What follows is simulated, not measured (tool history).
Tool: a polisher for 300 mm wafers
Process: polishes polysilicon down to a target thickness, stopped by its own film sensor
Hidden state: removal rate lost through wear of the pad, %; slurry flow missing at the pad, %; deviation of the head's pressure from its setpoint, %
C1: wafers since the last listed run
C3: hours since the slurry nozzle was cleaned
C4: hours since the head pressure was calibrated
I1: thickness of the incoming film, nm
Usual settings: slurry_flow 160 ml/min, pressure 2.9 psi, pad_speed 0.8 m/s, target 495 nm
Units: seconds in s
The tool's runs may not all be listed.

run 1 day=0 | slurry_flow=160 pressure=2.9 pad_speed=0.8 target=495 | C1=0 wafers_polished_on_this_pad=288 C3=20.2 C4=535.8 | I1=798.6 | seconds=40.5
run 2 day=1.317 | slurry_flow=160 pressure=2.9 pad_speed=0.8 target=495 | C1=260 wafers_polished_on_this_pad=548 C3=51.8 C4=567.4 | I1=799.4 | seconds=40.6
run 3 day=2.446 | slurry_flow=160 pressure=2.9 pad_speed=0.8 target=495 | C1=223 wafers_polished_on_this_pad=772 C3=78.9 C4=594.5 | I1=795.8 | seconds=41.4
-- day=4.846 worn pad replaced by a new one
run 4 day=6.333 | slurry_flow=180 pressure=2.9 pad_speed=0.8 target=495 | C1=736 wafers_polished_on_this_pad=294 C3=172.2 C4=687.8 | I1=796.4 | seconds=41
run 5 day=7.454 | slurry_flow=160 pressure=2.9 pad_speed=0.8 target=436 | C1=221 wafers_polished_on_this_pad=516 C3=199.1 C4=714.7 | I1=805.6 | seconds=53.1
run 6 day=8.083 | slurry_flow=160 pressure=2.9 pad_speed=0.8 target=436 | C1=124 wafers_polished_on_this_pad=640 C3=214.2 C4=729.8 | I1=801.6 | seconds=51.9
run 7 day=9.192 | slurry_flow=160 pressure=2.9 pad_speed=0.8 target=436 | C1=219 wafers_polished_on_this_pad=860 C3=240.8 C4=756.4 | I1=805.2 | seconds=52.6
run 8 day=9.95 | slurry_flow=160 pressure=2.9 pad_speed=0.8 target=495 | C1=150 wafers_polished_on_this_pad=1010 C3=259 C4=774.6 | I1=800.9 | seconds=42.6
run 9 day=10.992 | slurry_flow=160 pressure=2.9 pad_speed=0.8 target=495 | C1=206 wafers_polished_on_this_pad=1216 C3=284 C4=799.6 | I1=797.7 | seconds=43.4
-- day=11.4 worn pad replaced by a new one
run 10 day=11.7 | slurry_flow=160 pressure=2.9 pad_speed=0.8 target=495 | C1=107 wafers_polished_on_this_pad=59 C3=301 C4=816.6 | I1=794.9 | seconds=44.2
run 11 day=12.942 | slurry_flow=160 pressure=2.9 pad_speed=0.8 target=495 | C1=245 wafers_polished_on_this_pad=305 C3=330.8 C4=846.4 | I1=804.8 | seconds=44.8
run 12 day=16.508 | slurry_flow=160 pressure=2.9 pad_speed=0.8 target=495 | C1=705 wafers_polished_on_this_pad=1011 C3=416.4 C4=932 | I1=793.4 | seconds=45
run 13 day=17.638 | slurry_flow=110 pressure=2.9 pad_speed=0.8 target=495 | C1=223 wafers_polished_on_this_pad=1234 C3=443.5 C4=959.1 | I1=800.1 | seconds=52.3
-- day=18.1 worn pad replaced by a new one
run 14 day=18.962 | slurry_flow=120 pressure=2.6 pad_speed=0.98 target=570 | C1=229 wafers_polished_on_this_pad=170 C3=475.3 C4=990.9 | I1=807.2 | seconds=34.7
-- day=19.825 slurry nozzle cleaned
run 15 day=20.308 | slurry_flow=110 pressure=2.9 pad_speed=0.8 target=495 | C1=258 wafers_polished_on_this_pad=428 C3=11.6 C4=1023.2 | I1=799.3 | seconds=44.5
-- day=21.617 head pressure recalibrated
run 16 day=21.671 | slurry_flow=160 pressure=2.9 pad_speed=0.8 target=549 | C1=253 wafers_polished_on_this_pad=681 C3=44.3 C4=1.3 | I1=809.5 | seconds=35
run 17 day=22.283 | slurry_flow=160 pressure=2.9 pad_speed=0.8 target=495 | C1=121 wafers_polished_on_this_pad=803 C3=59 C4=16 | I1=798.2 | seconds=40.9
-- day=23.204 worn pad replaced by a new one
run 18 day=23.425 | slurry_flow=175 pressure=2.2 pad_speed=1.02 target=566 | C1=192 wafers_polished_on_this_pad=43 C3=86.4 C4=43.4 | I1=796.3 | seconds=29.7
run 19 day=24.65 | slurry_flow=120 pressure=2.9 pad_speed=0.8 target=495 | C1=242 wafers_polished_on_this_pad=286 C3=115.8 C4=72.8 | I1=801.7 | seconds=46.1

Run 20 comes next. What will it give?
run 20 day=27.925 | slurry_flow=160 pressure=2 pad_speed=0.8 target=495 | C1=648 wafers_polished_on_this_pad=934 C3=194.4 C4=151.4 | I1=815.4 | seconds=?

seconds: 60.3 s
Without the tool's hidden state the same run would have given seconds 58 s.
